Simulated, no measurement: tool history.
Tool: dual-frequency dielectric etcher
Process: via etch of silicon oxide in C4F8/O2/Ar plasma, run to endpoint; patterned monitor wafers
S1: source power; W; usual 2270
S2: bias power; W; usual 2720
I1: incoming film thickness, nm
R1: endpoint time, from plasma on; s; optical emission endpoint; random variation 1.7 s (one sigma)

run,hour,S1,S2,I1,R1
1,0,2270,2720,1102,202.7
# hour 6: wet clean of the chamber
2,50.8,2270,2720,1091.9,198.4
3,113.1,1830,2720,1100.3,214
4,159.3,2420,2720,1097.5,192.8
5,197.4,2420,2720,1110.7,193.2
6,259.9,2270,2720,1093.5,198.2
7,322.8,2270,2720,1105.4,198.1
8,360.9,2270,2720,1098.2,200.8
9,523.7,2270,2720,1110,205.5
10,577.6,2270,2351,1105.7,215.2
11,642.7,2270,2351,1109.3,217.4
# hour 688.8: wet clean of the chamber
12,689.3,2270,2720,1090.4,189.9
# hour 703.1: source power generator calibrated
# hour 715.4: upper electrode replaced
13,716.1,2270,2720,1098.5,192.3
14,765,2270,2720,1109.8,195.1
15,817.4,2270,2506,1111.8,198.6
16,862.1,2270,2506,1105.7,203.4
17,902.2,2440,2473,1105.6,196.3
18,953.8,2270,2720,1102.8,195.7
19,1014.7,2270,2720,1103.2,197.6
# hour 1038.1: bias power generator calibrated
20,1067.7,2270,3296,1104.4,185.8
21,1092.2,2590,2225,1093.8,200.5
22,1157.6,2270,2720,1095.5,199.5
23,1256.2,2720,3102,1107.5,181.1
# hour 1357.3: wet clean of the chamber
24,1469.8,2650,3016,1105.6,178.8
25,1514.5,2030,2053,1097,224.5
26,1553.2,2270,2720,1106.6,203.1
27,1615.2,2270,3196,1102.9,191.9
28,1677.6,2270,2720,1100,200
29,1718,2270,2720,1113.7,205.5
30,1782.7,1900,3222,1088.1,204.1
31,1833.7,1880,3311,1099,207.1
32,1862.8,1730,2093,1099.8,248
33,1910.3,2120,2295,1095.9,225.1

The same runs without the tool's hidden state, with the same run-to-run variation:
The hidden state here: etch rate over this chamber's usual, %; source power that arrives over what is set, %; bias power that arrives over what is set, %.
run,R1
1,193.4
2,195.9
3,210.2
4,188.6
5,188.5
6,192.3
7,191.2
8,193.1
9,194.9
10,203.1
11,204
12,191.4
13,193.5
14,195.6
15,198.2
16,202.2
17,194.5
18,193.1
19,193.9
20,181.6
21,195.5
22,193.5
23,174.1
24,175.2
25,219.2
26,197.6
27,185.7
28,192.6
29,197.2
30,194.7
31,196.8
32,235
33,212.4
